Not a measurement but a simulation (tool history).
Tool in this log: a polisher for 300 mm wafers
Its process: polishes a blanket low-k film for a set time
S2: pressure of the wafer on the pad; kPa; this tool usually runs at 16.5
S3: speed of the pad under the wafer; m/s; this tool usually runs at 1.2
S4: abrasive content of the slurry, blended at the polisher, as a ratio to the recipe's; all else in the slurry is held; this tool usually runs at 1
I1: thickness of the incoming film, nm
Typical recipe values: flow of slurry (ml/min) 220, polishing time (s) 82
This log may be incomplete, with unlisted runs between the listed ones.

Run 1, day 0: usual settings; I1 706. Result: film removed (Å) 427.
Run 2, day 0.292: usual settings; I1 718.1. Result: film removed (Å) 432.
Run 3, day 0.646: usual settings; I1 710. Result: film removed (Å) 426.
At day 1.204: worn pad replaced by a new one.
Run 4, day 1.225: usual settings but S2 21.4 kPa, S3 1.42 m/s; I1 711.6. Result: film removed (Å) 649.
Run 5, day 1.85: usual settings but S4 1.15; I1 713.6. Result: film removed (Å) 465.
At day 2.488: conditioning disc replaced and pad reconditioned.
Run 6, day 2.508: usual settings but S2 22.1 kPa, S4 0.7; I1 710.8. Result: film removed (Å) 521.
Run 7, day 2.742: usual settings; I1 716.2. Result: film removed (Å) 443.
At day 3.508: slurry nozzle cleaned.
At day 4.246: slurry blender recalibrated.
Run 8, day 4.746: usual settings; I1 706.7. Result: film removed (Å) 433.
Run 9, day 5.429: usual settings but S2 19.3 kPa; I1 703.2. Result: film removed (Å) 492.
Run 10, day 5.929: usual settings but flow of slurry (ml/min) 180, S2 11.7 kPa, polishing time (s) 66; I1 702.4. Result: film removed (Å) 243.
At day 6.688: worn pad replaced by a new one.
Run 11, day 6.708: usual settings but S3 1.08 m/s, S4 1.15; I1 694.2. Result: film removed (Å) 430.
Run 12, day 7.229: usual settings but S3 1 m/s, polishing time (s) 104; I1 703.6. Result: film removed (Å) 492.
Run 13, day 7.746: usual settings but flow of slurry (ml/min) 270, S2 14.5 kPa, S4 0.9; I1 707.2. Result: film removed (Å) 393.

Run 14 has not been measured yet. What should we expect?
Run 14, day 8.425: usual settings but flow of slurry (ml/min) 275, polishing time (s) 59; I1 714.4. Result: film removed (Å) ?.

film removed (Å): 332
Take away the tool's hidden state, keep the run-to-run variation as it was, and the same run would have given film removed (Å) 335.
